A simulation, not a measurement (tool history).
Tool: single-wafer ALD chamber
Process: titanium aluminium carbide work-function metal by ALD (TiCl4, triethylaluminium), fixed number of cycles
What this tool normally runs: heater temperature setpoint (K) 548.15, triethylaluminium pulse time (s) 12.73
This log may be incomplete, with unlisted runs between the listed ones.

run,hour,heater temperature setpoint (K),triethylaluminium pulse time (s),wafers since the last listed run,hours since the last thermocouple change,hours since the last triethylaluminium bottle change,hours since the showerhead was replaced,hours since the gauge calibration,"read-back reference wafer on the same gauge, thickness_nm",mean film thickness on the monitor wafer (nm)
1,0.0,548.15,12.73,0,1976.9,1052.2,8080.8,480.4,1.638,1.731
2,58.2,548.15,12.73,757,2035.1,1110.4,8139.0,538.6,1.637,1.731
3,87.9,548.15,12.73,386,2064.8,1140.1,8168.7,568.3,1.640,1.724
4,122.3,548.15,12.73,447,2099.2,1174.5,8203.1,602.7,1.641,1.703
5,294.3,548.15,12.73,2237,2271.2,1346.5,8375.1,774.7,1.639,1.699
6,341.8,548.15,12.73,618,2318.7,1394.0,8422.6,822.2,1.639,1.702
# hour 400.5: showerhead replaced
7,412.9,548.15,12.73,820,2389.8,1465.1,12.4,893.3,1.640,1.688
# hour 437.5: gauge calibrated
8,459.8,548.15,12.73,610,2436.7,1512.0,59.3,22.3,1.639,1.690
9,521.7,548.15,12.73,805,2498.6,1573.9,121.2,84.2,1.642,1.678
10,556.5,548.15,9.58,452,2533.4,1608.7,156.0,119.0,1.641,1.505
11,603.3,548.15,9.58,608,2580.2,1655.5,202.8,165.8,1.638,1.504
12,636.1,548.15,12.73,426,2613.0,1688.3,235.6,198.6,1.640,1.680
13,665.3,562.15,12.73,379,2642.2,1717.5,264.8,227.8,1.640,1.783
# hour 681.1: thermocouple changed; heater temperature recalibrated
14,729.8,540.15,15.29,735,48.7,1782.0,329.3,292.3,1.638,1.670
15,754.8,548.15,9.58,325,73.7,1807.0,354.3,317.3,1.639,1.479
16,894.0,562.15,16.39,1811,212.9,1946.2,493.5,456.5,1.640,1.830
# hour 937.3: triethylaluminium bottle replaced
17,958.1,548.15,12.73,729,277.0,20.8,557.6,520.6,1.639,1.750
18,1011.5,559.15,10.66,694,330.4,74.2,611.0,574.0,1.641,1.798
19,1071.7,544.15,7.99,783,390.6,134.4,671.2,634.2,1.639,1.533
20,1136.3,548.15,9.58,840,455.2,199.0,735.8,698.8,1.640,1.669

The next listed run, before its measurement:
21,1192.6,559.15,12.73,732,511.5,255.3,792.1,755.1,?,?

{"run 21": {"read-back reference wafer on the same gauge, thickness_nm": 1.639, "mean film thickness on the monitor wafer (nm)": 1.838}}
Minus the tool's unlogged condition, the same run would have read mean film thickness on the monitor wafer (nm) 1.845.
